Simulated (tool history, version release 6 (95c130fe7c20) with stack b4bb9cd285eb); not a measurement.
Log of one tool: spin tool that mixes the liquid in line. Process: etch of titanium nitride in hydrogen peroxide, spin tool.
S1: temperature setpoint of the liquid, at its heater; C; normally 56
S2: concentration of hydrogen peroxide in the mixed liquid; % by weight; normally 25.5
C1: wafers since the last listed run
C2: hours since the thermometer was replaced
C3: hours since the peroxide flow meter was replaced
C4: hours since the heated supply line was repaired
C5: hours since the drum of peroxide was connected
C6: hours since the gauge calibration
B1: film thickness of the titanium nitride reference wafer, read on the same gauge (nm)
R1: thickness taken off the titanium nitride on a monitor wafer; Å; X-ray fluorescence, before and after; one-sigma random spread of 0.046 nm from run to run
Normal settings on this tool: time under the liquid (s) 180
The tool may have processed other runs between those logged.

run 1 hour=0 | S1=56 S2=25.5 time_under_the_liquid_(s)=180 | C1=0 C2=2614.8 C3=1673.3 C4=915.8 C5=279.7 C6=98.6 | B1=129.94 | R1=183.7
run 2 hour=12.6 | S1=56 S2=25.5 time_under_the_liquid_(s)=180 | C1=95 C2=2627.4 C3=1685.9 C4=928.4 C5=292.3 C6=111.2 | B1=130.03 | R1=183.8
run 3 hour=21.2 | S1=56 S2=25.5 time_under_the_liquid_(s)=180 | C1=65 C2=2636 C3=1694.5 C4=937 C5=300.9 C6=119.8 | B1=130.02 | R1=184
run 4 hour=38 | S1=56 S2=25.5 time_under_the_liquid_(s)=180 | C1=127 C2=2652.8 C3=1711.3 C4=953.8 C5=317.7 C6=136.6 | B1=129.95 | R1=183.1
run 5 hour=47.1 | S1=56 S2=25.5 time_under_the_liquid_(s)=180 | C1=69 C2=2661.9 C3=1720.4 C4=962.9 C5=326.8 C6=145.7 | B1=130.03 | R1=183.7
run 6 hour=80.8 | S1=56 S2=25.5 time_under_the_liquid_(s)=180 | C1=255 C2=2695.6 C3=1754.1 C4=996.6 C5=360.5 C6=179.4 | B1=129.96 | R1=184.1
-- hour=86.8 peroxide flow meter replaced
run 7 hour=97 | S1=51 S2=25.5 time_under_the_liquid_(s)=180 | C1=115 C2=2711.8 C3=10.2 C4=1012.8 C5=376.7 C6=195.6 | B1=130.03 | R1=129.9
run 8 hour=106.4 | S1=51 S2=25.5 time_under_the_liquid_(s)=180 | C1=71 C2=2721.2 C3=19.6 C4=1022.2 C5=386.1 C6=205 | B1=130.02 | R1=129
-- hour=109.4 new drum of peroxide connected
run 9 hour=116.2 | S1=56 S2=25.5 time_under_the_liquid_(s)=180 | C1=66 C2=2731 C3=29.4 C4=1032 C5=6.8 C6=214.8 | B1=129.97 | R1=187

Forecast run 10:
-- hour=118.6 thermometer replaced
run 10 hour=128.4 | S1=49 S2=30 time_under_the_liquid_(s)=95 | C1=85 C2=9.8 C3=41.6 C4=1044.2 C5=19 C6=227 | B1=? | R1=?

Run 10 measured B1 130.01, R1 54.4 Å.
The same run, on a tool lacking any hidden state, would have yielded R1 52.5 Å.
